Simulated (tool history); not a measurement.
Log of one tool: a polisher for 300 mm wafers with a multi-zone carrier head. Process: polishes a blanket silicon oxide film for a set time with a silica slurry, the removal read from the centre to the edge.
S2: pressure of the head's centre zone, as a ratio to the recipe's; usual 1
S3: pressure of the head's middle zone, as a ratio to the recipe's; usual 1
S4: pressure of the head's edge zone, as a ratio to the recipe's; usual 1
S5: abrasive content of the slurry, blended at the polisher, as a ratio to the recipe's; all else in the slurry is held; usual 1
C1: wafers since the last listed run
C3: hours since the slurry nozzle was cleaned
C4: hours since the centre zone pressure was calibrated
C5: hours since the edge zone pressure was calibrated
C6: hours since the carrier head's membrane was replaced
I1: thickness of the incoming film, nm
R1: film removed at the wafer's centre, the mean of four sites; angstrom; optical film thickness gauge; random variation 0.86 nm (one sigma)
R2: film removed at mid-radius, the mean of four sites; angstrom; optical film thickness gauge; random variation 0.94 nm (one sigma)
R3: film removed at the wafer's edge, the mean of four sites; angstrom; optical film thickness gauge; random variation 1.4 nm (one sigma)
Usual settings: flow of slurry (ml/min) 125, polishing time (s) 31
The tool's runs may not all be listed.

Run 1, hour 0: usual settings; C1 0; wafers polished on this pad 914; C3 461.9; C4 1024.6; C5 550.1; C6 40.2; I1 1174.1. Result: R1 1239 angstrom, R2 1388 angstrom, R3 1345 angstrom.
Run 2, hour 16.7: usual settings; C1 139; wafers polished on this pad 1053; C3 478.6; C4 1041.3; C5 566.8; C6 56.9; I1 1185.2. Result: R1 1240 angstrom, R2 1400 angstrom, R3 1354 angstrom.
At hour 49.6: worn pad replaced by a new one.
Run 3, hour 50.1: usual settings; C1 245; wafers polished on this pad 4; C3 512; C4 1074.7; C5 600.2; C6 90.3; I1 1212.9. Result: R1 1226 angstrom, R2 1397 angstrom, R3 1380 angstrom.
Run 4, hour 59.1: usual settings but S2 1.04, S4 1.09; C1 75; wafers polished on this pad 79; C3 521; C4 1083.7; C5 609.2; C6 99.3; I1 1204.2. Result: R1 1281 angstrom, R2 1390 angstrom, R3 1424 angstrom.
At hour 91.9: edge zone pressure recalibrated.
Run 5, hour 94: usual settings but S2 0.91; C1 274; wafers polished on this pad 354; C3 555.9; C4 1118.6; C5 2.1; C6 134.2; I1 1199.7. Result: R1 1114 angstrom, R2 1403 angstrom, R3 1375 angstrom.
At hour 97.2: centre zone pressure recalibrated.
Run 6, hour 125.9: usual settings but S5 0.9; C1 249; wafers polished on this pad 603; C3 587.8; C4 28.7; C5 34; C6 166.1; I1 1175.1. Result: R1 1298 angstrom, R2 1323 angstrom, R3 1297 angstrom.
At hour 142.7: slurry nozzle cleaned.
Run 7, hour 144.6: usual settings but polishing time (s) 20; C1 147; wafers polished on this pad 751; C3 1.9; C4 47.4; C5 52.7; C6 184.8; I1 1191.3. Result: R1 883 angstrom, R2 905 angstrom, R3 896 angstrom.
Run 8, hour 161.3: usual settings but flow of slurry (ml/min) 105, S3 0.92, S4 1.09, polishing time (s) 35; C1 139; wafers polished on this pad 890; C3 18.6; C4 64.1; C5 69.4; C6 201.5; I1 1176.7. Result: R1 1472 angstrom, R2 1433 angstrom, R3 1568 angstrom.
Run 9, hour 181.9: usual settings but flow of slurry (ml/min) 90, S4 1.12; C1 171; wafers polished on this pad 1062; C3 39.2; C4 84.7; C5 90; C6 222.1; I1 1175.6. Result: R1 1255 angstrom, R2 1325 angstrom, R3 1361 angstrom.
At hour 193.8: worn pad replaced by a new one.
Run 10, hour 209.5: usual settings but S3 1.11, S4 1.1; C1 197; wafers polished on this pad 131; C3 66.8; C4 112.3; C5 117.6; C6 249.7; I1 1173.1. Result: R1 1340 angstrom, R2 1521 angstrom, R3 1400 angstrom.
Run 11, hour 237.3: usual settings but flow of slurry (ml/min) 80, S2 0.94, S3 1.08, S5 1.3; C1 232; wafers polished on this pad 363; C3 94.6; C4 140.1; C5 145.4; C6 277.5; I1 1184.5. Result: R1 1275 angstrom, R2 1518 angstrom, R3 1408 angstrom.
Run 12, hour 261.9: usual settings; C1 205; wafers polished on this pad 568; C3 119.2; C4 164.7; C5 170; C6 302.1; I1 1200.2. Result: R1 1327 angstrom, R2 1391 angstrom, R3 1344 angstrom.
Run 13, hour 274.5: usual settings but S3 0.96; C1 105; wafers polished on this pad 673; C3 131.8; C4 177.3; C5 182.6; C6 314.7; I1 1185.1. Result: R1 1311 angstrom, R2 1347 angstrom, R3 1358 angstrom.
Run 14, hour 291.1: usual settings but S3 0.94; C1 138; wafers polished on this pad 812; C3 148.4; C4 193.9; C5 199.2; C6 331.3; I1 1211.9. Result: R1 1304 angstrom, R2 1341 angstrom, R3 1350 angstrom.
Run 15, hour 314.2: usual settings; C1 192; wafers polished on this pad 1005; C3 171.5; C4 217; C5 222.3; C6 354.4; I1 1209.7. Result: R1 1303 angstrom, R2 1394 angstrom, R3 1371 angstrom.
Run 16, hour 328.6: usual settings; C1 120; wafers polished on this pad 1125; C3 185.9; C4 231.4; C5 236.7; C6 368.8; I1 1217.4. Result: R1 1305 angstrom, R2 1391 angstrom, R3 1362 angstrom.
Run 17, hour 354.5: usual settings but S3 1.1; C1 216; wafers polished on this pad 1341; C3 211.8; C4 257.3; C5 262.6; C6 394.7; I1 1187.8. Result: R1 1292 angstrom, R2 1518 angstrom, R3 1341 angstrom.
At hour 362.9: worn pad replaced by a new one.
Run 18, hour 378.4: usual settings; C1 166; wafers polished on this pad 129; C3 235.7; C4 281.2; C5 286.5; C6 418.6; I1 1192.6. Result: R1 1292 angstrom, R2 1400 angstrom, R3 1351 angstrom.
Run 19, hour 400.1: usual settings but S2 1.04; C1 181; wafers polished on this pad 310; C3 257.4; C4 302.9; C5 308.2; C6 440.3; I1 1201.7. Result: R1 1349 angstrom, R2 1392 angstrom, R3 1337 angstrom.
Run 20, hour 428.7: usual settings; C1 238; wafers polished on this pad 549; C3 286; C4 331.5; C5 336.8; C6 468.9; I1 1185.8. Result: R1 1286 angstrom, R2 1388 angstrom, R3 1330 angstrom.

The same runs without the tool's hidden state, with the same run-to-run variation:
The hidden state here: removal rate lost through wear of the pad, %; slurry flow missing at the pad, %; deviation of the centre zone's pressure from its setpoint, %; deviation of the edge zone's pressure from its setpoint, %.
run    R1
  1  1404
  2  1406
  3  1392
  4  1454
  5  1268
  6  1323
  7   905
  8  1515
  9  1298
 10  1396
 11  1337
 12  1398
 13  1384
 14  1382
 15  1387
 16  1392
 17  1384
 18  1390
 19  1456
 20  1394
R2: within 1 angstrom of the measured result in every run.
R3: as measured in every run.
